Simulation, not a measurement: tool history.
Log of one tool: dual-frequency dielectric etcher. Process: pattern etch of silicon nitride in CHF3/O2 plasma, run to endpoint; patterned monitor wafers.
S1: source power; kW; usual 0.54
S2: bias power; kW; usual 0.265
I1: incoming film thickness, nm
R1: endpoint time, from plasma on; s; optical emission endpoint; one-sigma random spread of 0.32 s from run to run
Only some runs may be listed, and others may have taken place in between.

| run | hour | S1 | S2 | I1 | R1 |
|---|---|---|---|---|---|
| 1 | 0 | 0.49 | 0.244 | 83.3 | 52.3 |
| 2 | 12.6 | 0.49 | 0.244 | 82.7 | 51.7 |
| 3 | 27.9 | 0.49 | 0.244 | 82.5 | 51.6 |
| 4 | 98.7 | 0.54 | 0.265 | 82 | 47.6 |
| 5 | 115.9 | 0.54 | 0.265 | 83 | 48 |
| 6 | 135.9 | 0.45 | 0.29 | 82 | 50.3 |
| 7 | 239.1 | 0.45 | 0.29 | 83.4 | 50.8 |
| 8 | 258.7 | 0.54 | 0.265 | 82.7 | 47.8 |
| 9 | 275.9 | 0.54 | 0.265 | 82.4 | 47.3 |
| 10 | 296 | 0.57 | 0.265 | 83.2 | 46.9 |
| 11 | 331.7 | 0.57 | 0.265 | 82.6 | 46.7 |
|  | 340.7 | source power generator calibrated |
| 12 | 364.9 | 0.57 | 0.265 | 82.3 | 46.5 |
| 13 | 388.6 | 0.43 | 0.298 | 82.6 | 50.9 |
|  | 411.9 | bias power generator calibrated |
|  | 414.8 | wet clean of the chamber |
|  | 428.6 | upper electrode replaced |
| 14 | 429.1 | 0.58 | 0.215 | 82.5 | 49.5 |
| 15 | 434 | 0.54 | 0.265 | 83.1 | 47.8 |
| 16 | 447 | 0.43 | 0.285 | 82.3 | 51.4 |
| 17 | 459.3 | 0.45 | 0.29 | 83 | 50.3 |
| 18 | 472.4 | 0.54 | 0.265 | 82.5 | 48.3 |
| 19 | 504.8 | 0.66 | 0.246 | 83.3 | 44.9 |
| 20 | 530.6 | 0.68 | 0.205 | 82.5 | 45.9 |
| 21 | 556.9 | 0.58 | 0.309 | 83.1 | 44.5 |
| 22 | 586.3 | 0.54 | 0.212 | 83.4 | 51.7 |

Run 23 comes next. What will it give?
| 23 | 614.2 | 0.66 | 0.286 | 83.3 | ? |

R1: 42.9 s
If the tool had no hidden condition, the same run with the same run-to-run variation would have returned R1 42.9 s.
